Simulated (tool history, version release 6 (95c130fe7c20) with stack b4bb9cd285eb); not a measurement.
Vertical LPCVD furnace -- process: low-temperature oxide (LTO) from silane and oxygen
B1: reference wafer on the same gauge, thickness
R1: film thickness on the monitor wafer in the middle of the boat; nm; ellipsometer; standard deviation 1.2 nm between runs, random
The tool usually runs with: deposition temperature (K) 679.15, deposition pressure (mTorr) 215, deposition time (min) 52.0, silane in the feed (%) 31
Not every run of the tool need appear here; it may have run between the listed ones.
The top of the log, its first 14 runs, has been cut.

{"run": 15, "day": 9.608, "deposition temperature (K)": 679.15, "deposition pressure (mTorr)": 215, "deposition time (min)": 52.0, "silane in the feed (%)": 31, "B1": 343.37, "R1": 386.16}
{"run": 16, "day": 9.971, "deposition temperature (K)": 679.15, "deposition pressure (mTorr)": 235, "deposition time (min)": 63.0, "silane in the feed (%)": 33, "B1": 342.99, "R1": 553.17}
{"day": 11.004, "done": "silane flow controller replaced"}
{"run": 17, "day": 11.025, "deposition temperature (K)": 686.15, "deposition pressure (mTorr)": 215, "deposition time (min)": 52.0, "silane in the feed (%)": 26, "B1": 342.9, "R1": 323.03}
{"day": 11.808, "done": "gauge calibrated"}
{"day": 12.146, "done": "pressure gauge zeroed"}
{"run": 18, "day": 12.167, "deposition temperature (K)": 679.15, "deposition pressure (mTorr)": 215, "deposition time (min)": 35.5, "silane in the feed (%)": 35, "B1": 343.14, "R1": 311.1}
{"run": 19, "day": 12.325, "deposition temperature (K)": 679.15, "deposition pressure (mTorr)": 260, "deposition time (min)": 52.0, "silane in the feed (%)": 33, "B1": 342.89, "R1": 508.99}
{"run": 20, "day": 12.483, "deposition temperature (K)": 679.15, "deposition pressure (mTorr)": 215, "deposition time (min)": 52.0, "silane in the feed (%)": 31, "B1": 342.78, "R1": 385.07}
{"run": 21, "day": 12.646, "deposition temperature (K)": 679.15, "deposition pressure (mTorr)": 255, "deposition time (min)": 52.0, "silane in the feed (%)": 31, "B1": 342.87, "R1": 456.6}
{"run": 22, "day": 12.888, "deposition temperature (K)": 679.15, "deposition pressure (mTorr)": 215, "deposition time (min)": 52.0, "silane in the feed (%)": 31, "B1": 342.24, "R1": 384.87}
{"run": 23, "day": 13.538, "deposition temperature (K)": 684.15, "deposition pressure (mTorr)": 170, "deposition time (min)": 66.5, "silane in the feed (%)": 26, "B1": 343.13, "R1": 319.01}
{"run": 24, "day": 14.104, "deposition temperature (K)": 679.15, "deposition pressure (mTorr)": 240, "deposition time (min)": 42.5, "silane in the feed (%)": 27, "B1": 342.95, "R1": 286.17}
{"run": 25, "day": 14.779, "deposition temperature (K)": 679.15, "deposition pressure (mTorr)": 215, "deposition time (min)": 52.0, "silane in the feed (%)": 31, "B1": 342.5, "R1": 385.59}
{"run": 26, "day": 15.388, "deposition temperature (K)": 672.15, "deposition pressure (mTorr)": 175, "deposition time (min)": 67.5, "silane in the feed (%)": 34, "B1": 343.09, "R1": 427.34}
{"run": 27, "day": 15.942, "deposition temperature (K)": 679.15, "deposition pressure (mTorr)": 215, "deposition time (min)": 71.0, "silane in the feed (%)": 29, "B1": 342.94, "R1": 477.11}
{"run": 28, "day": 16.35, "deposition temperature (K)": 679.15, "deposition pressure (mTorr)": 215, "deposition time (min)": 52.0, "silane in the feed (%)": 31, "B1": 343.31, "R1": 383.99}
{"run": 29, "day": 16.642, "deposition temperature (K)": 679.15, "deposition pressure (mTorr)": 215, "deposition time (min)": 52.0, "silane in the feed (%)": 27, "B1": 343.26, "R1": 314.51}
{"run": 30, "day": 17.029, "deposition temperature (K)": 679.15, "deposition pressure (mTorr)": 215, "deposition time (min)": 52.0, "silane in the feed (%)": 31, "B1": 343.29, "R1": 384.41}

Branching from run 30: 3 alternative next runs. What would each branch give?
{"run": "A", "day": 17.192, "deposition temperature (K)": 679.15, "deposition pressure (mTorr)": 215, "deposition time (min)": 52.0, "silane in the feed (%)": 34, "B1": "?", "R1": "?"}
{"run": "B", "day": 17.192, "deposition temperature (K)": 679.15, "deposition pressure (mTorr)": 200, "deposition time (min)": 34.5, "silane in the feed (%)": 36, "B1": "?", "R1": "?"}
{"run": "C", "day": 17.192, "deposition temperature (K)": 679.15, "deposition pressure (mTorr)": 230, "deposition time (min)": 52.0, "silane in the feed (%)": 26, "B1": "?", "R1": "?"}

run=A B1=342.80 R1=437.16
run=B B1=342.80 R1=290.90
run=C B1=342.80 R1=317.02
Stripped of hidden state, with their random variation kept, the same runs would have yielded:
run=A R1=437.16
run=B R1=290.90
run=C R1=317.02

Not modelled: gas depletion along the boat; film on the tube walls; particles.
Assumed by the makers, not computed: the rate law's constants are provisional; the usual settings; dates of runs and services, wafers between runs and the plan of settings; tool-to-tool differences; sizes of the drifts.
